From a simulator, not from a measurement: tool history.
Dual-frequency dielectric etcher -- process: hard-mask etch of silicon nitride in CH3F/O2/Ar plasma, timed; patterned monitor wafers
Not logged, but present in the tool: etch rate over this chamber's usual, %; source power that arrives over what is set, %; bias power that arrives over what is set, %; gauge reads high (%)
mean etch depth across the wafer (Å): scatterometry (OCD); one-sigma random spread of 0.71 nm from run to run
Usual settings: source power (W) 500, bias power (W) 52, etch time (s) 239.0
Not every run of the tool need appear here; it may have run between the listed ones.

run	hour	source power (W)	bias power (W)	etch time (s)	wafers since the last listed run	hours since the last wet clean	hours since the last source power generator calibration	hours since the last bias power generator calibration	hours since the last upper electrode change	hours since the gauge calibration	read-back reference wafer on the same gauge, depth_nm	mean etch depth across the wafer (Å)
1	0.0	500	52	239.0	0	482.3	3191.0	2686.5	4361.3	162.2	174.1	1599
2	15.8	500	52	239.0	69	498.1	3206.8	2702.3	4377.1	178.0	174.0	1605
3	24.1	500	52	239.0	36	506.4	3215.1	2710.6	4385.4	186.3	174.0	1614
4	39.6	500	52	239.0	68	521.9	3230.6	2726.1	4400.9	201.8	174.2	1603
5	56.1	500	52	239.0	72	538.4	3247.1	2742.6	4417.4	218.3	174.0	1613
6	65.9	500	52	239.0	43	548.2	3256.9	2752.4	4427.2	228.1	173.9	1602
# hour 98.0: wet clean of the chamber
7	98.5	500	52	239.0	37	0.5	3289.5	2785.0	4459.8	260.7	173.9	1533
8	98.8	500	52	239.0	1	0.8	3289.8	2785.3	4460.1	261.0	174.1	1532
9	108.9	500	44	239.0	44	10.9	3299.9	2795.4	4470.2	271.1	173.9	1481
# hour 116.0: gauge calibrated
10	119.8	500	52	239.0	48	21.8	3310.8	2806.3	4481.1	3.8	174.1	1548
11	133.0	500	52	239.0	58	35.0	3324.0	2819.5	4494.3	17.0	174.1	1545
12	141.4	500	52	239.0	37	43.4	3332.4	2827.9	4502.7	25.4	174.0	1543
# hour 163.7: source power generator calibrated
# hour 176.5: upper electrode replaced
13	177.0	500	57	284.0	82	79.0	13.3	2863.5	0.5	61.0	173.9	1874
14	177.4	500	52	239.0	1	79.4	13.7	2863.9	0.9	61.4	174.0	1554
15	177.8	500	52	239.0	1	79.8	14.1	2864.3	1.3	61.8	174.0	1551
16	180.3	390	45	214.0	11	82.3	16.6	2866.8	3.8	64.3	173.9	1266
17	186.6	500	52	239.0	27	88.6	22.9	2873.1	10.1	70.6	174.1	1538
18	201.3	550	52	239.0	64	103.3	37.6	2887.8	24.8	85.3	174.1	1569
19	218.4	470	52	239.0	75	120.4	54.7	2904.9	41.9	102.4	174.0	1515
20	229.3	570	46	259.0	48	131.3	65.6	2915.8	52.8	113.3	174.0	1684
# hour 234.8: bias power generator calibrated
21	246.5	610	41	172.0	58	148.5	82.8	11.7	70.0	130.5	174.0	1108
22	256.2	620	52	289.5	42	158.2	92.5	21.4	79.7	140.2	174.0	1969
23	273.5	550	48	268.5	76	175.5	109.8	38.7	97.0	157.5	174.0	1760
24	288.3	500	41	191.0	65	190.3	124.6	53.5	111.8	172.3	173.9	1181
25	298.3	500	52	239.0	44	200.3	134.6	63.5	121.8	182.3	174.1	1558

Branching from run 25: 4 alternative next runs. What would each branch give?
A	298.8	610	52	239.0	2	200.8	135.1	64.0	122.3	182.8	?	?
B	298.8	590	52	304.0	2	200.8	135.1	64.0	122.3	182.8	?	?
C	298.8	390	45	208.5	2	200.8	135.1	64.0	122.3	182.8	?	?
D	298.8	570	52	239.0	2	200.8	135.1	64.0	122.3	182.8	?	?

run	read-back reference wafer on the same gauge, depth_nm	mean etch depth across the wafer (Å)
A	174.2	1649
B	174.2	2081
C	174.2	1268
D	174.2	1624
Had the tool no hidden state, the same runs would have come out as:
run	mean etch depth across the wafer (Å)
A	1616
B	2039
C	1243
D	1591
